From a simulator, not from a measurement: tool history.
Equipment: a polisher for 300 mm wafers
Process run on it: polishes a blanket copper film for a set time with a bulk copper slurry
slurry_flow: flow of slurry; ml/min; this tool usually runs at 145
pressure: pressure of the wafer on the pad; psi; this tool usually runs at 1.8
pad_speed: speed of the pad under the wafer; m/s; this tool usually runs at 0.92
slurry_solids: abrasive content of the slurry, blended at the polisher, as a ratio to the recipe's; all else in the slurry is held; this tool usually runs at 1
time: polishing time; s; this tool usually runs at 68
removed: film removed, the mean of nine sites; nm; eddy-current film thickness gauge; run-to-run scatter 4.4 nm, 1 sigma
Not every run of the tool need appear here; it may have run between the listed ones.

run    hour  slurry_flow  pressure  pad_speed  slurry_solids  time  wafers since the last listed run  wafers polished on this pad  hours since the slurry nozzle was cleaned  hours since the head pressure was calibrated  hours since the slurry blender was calibrated  incoming thickness of the incoming film, nm  removed
  1       0          145       1.8       0.92            1.2    68                                 0                          786                                        489                                         425.3                                          249.7                                       2837.8    444.9
  2    26.4          145       1.8       0.92            1.2    68                               191                          978                                      515.4                                         451.7                                          276.1                                       2885.6    448.1
  3    92.4          145       1.8       0.92              1    68                               478                         1457                                      581.4                                         517.7                                          342.1                                       2886.6    423.5
  4   134.9          125       1.8       0.92              1    68                               308                         1765                                      623.9                                         560.2                                          384.6                                       2842.4    398.8
      147.2  -- slurry blender recalibrated
  5   190.6          125       1.8       0.92              1    68                               389                         2154                                      679.6                                         615.9                                           43.4                                         2840      409
  6   259.6          125       1.8       0.92              1    68                               500                         2655                                      748.6                                         684.9                                          112.4                                       2866.7      396
  7     297          170       1.8       0.92              1    68                               271                         2926                                        786                                         722.3                                          149.8                                       2887.7    429.4
      313.5  -- worn pad replaced by a new one
  8   339.5          145       1.8       0.92              1    68                               279                          188                                      828.5                                         764.8                                          192.3                                       2861.5    394.6
      351.6  -- slurry nozzle cleaned
  9   399.4          145       1.8       0.92              1    68                               427                          615                                       47.8                                         824.7                                          252.2                                       2855.6    396.5
 10   454.1          145       1.8       0.92              1    68                               396                         1012                                      102.5                                         879.4                                          306.9                                       2884.6    390.6
 11     585          145       1.8       0.92              1    68                               949                         1961                                      233.4                                        1010.3                                          437.8                                         2846    386.9
      612.7  -- slurry blender recalibrated
 12   649.5          145       1.8       0.92              1    68                               453                         2414                                      297.9                                        1074.8                                           36.8                                       2886.3    385.4
 13   712.9           95       2.4       1.18              1    68                               459                         2874                                      361.3                                        1138.2                                          100.2                                       2853.9    563.1
      765.1  -- worn pad replaced by a new one, repeated, since the last time left the tool worse
 14   774.8          145       1.8       0.92            0.9    68                               419                           70                                      423.2                                        1200.1                                          162.1                                       2906.2    419.5
 15     816          190       1.8       0.92           0.75    77                               298                          369                                      464.4                                        1241.3                                          203.3                                       2900.1    472.4
      838.8  -- head pressure recalibrated
 16   884.8          145       1.3       0.92            0.7    68                               484                          853                                      533.2                                            46                                          272.1                                       2898.2    292.9
 17   938.6          130       1.8       0.92              1    68                               390                         1243                                        587                                          99.8                                          325.9                                       2812.1    405.7
        972  -- slurry blender recalibrated
 18  1010.8          145       2.1       0.92           0.85    68                               509                         1752                                      659.2                                           172                                           38.8                                         2883    450.3
 19  1059.7          145       2.4       1.14              1    68                               354                         2107                                      708.1                                         220.9                                           87.7                                       2879.3    646.2
 20  1094.3          115       1.8       1.14              1    68                               250                         2358                                      742.7                                         255.5                                          122.3                                       2866.3    490.3
     1100.2  -- worn pad replaced by a new one
 21    1130          125       1.8       0.92              1    68                               229                          216                                      778.4                                         291.2                                            158                                       2871.4    417.3
 22  1194.3          145       2.2       0.92           1.25    68                               466                          682                                      842.7                                         355.5                                          222.3                                       2857.2    528.6
 23  1258.5          170       1.8       0.92              1    68                               465                         1148                                      906.9                                         419.7                                          286.5                                       2806.1      426
 24  1299.4          145       1.8       0.62              1    68                               296                         1444                                      947.8                                         460.6                                          327.4                                       2869.8    284.4
     1316.4  -- slurry nozzle cleaned
 25  1324.4          105       2.1       0.92              1    61                               174                         1618                                          8                                         485.6                                          352.4                                       2888.1      393
 26  1441.4          145       1.8       0.92              1    68                               848                         2467                                        125                                         602.6                                          469.4                                       2903.1    413.3
     1449.2  -- slurry blender recalibrated
     1469.6  -- worn pad replaced by a new one
 27  1470.1          145       1.8       0.92              1    68                               164                            3                                      153.7                                         631.3                                           20.9                                       2833.2    433.8
 28  1537.6          145       1.8        1.2            1.2    87                               489                          492                                      221.2                                         698.8                                           88.4                                       2869.2    748.7
 29  1602.1          145       2.1       0.92           0.85    68                               467                          960                                      285.7                                         763.3                                          152.9                                       2859.3    459.7

5 options for the next run, each taken on its own from the tool as it stands now. Forecast them:
  A  1602.5          145         2       0.92              1    68                                 2                          963                                      286.1                                         763.7                                          153.3                                       2848.6        ?
  B  1602.5           95       1.8        1.1            0.9    57                                 2                          963                                      286.1                                         763.7                                          153.3                                       2848.6        ?
  C  1602.5          180       1.4        0.7              1    86                                 2                          963                                      286.1                                         763.7                                          153.3                                       2848.6        ?
  D  1602.5          125       2.2        1.2              1    68                                 2                          963                                      286.1                                         763.7                                          153.3                                       2848.6        ?
  E  1602.5          145       1.5       0.74              1    68                                 2                          963                                      286.1                                         763.7                                          153.3                                       2848.6        ?

run  removed
  A    456.3
  B    367.1
  C    345.7
  D      623
  E      293
Without the tool's unlogged condition, the same runs would have read:
run  removed
  A    473.7
  B    381.1
  C    358.9
  D    646.8
  E    304.2
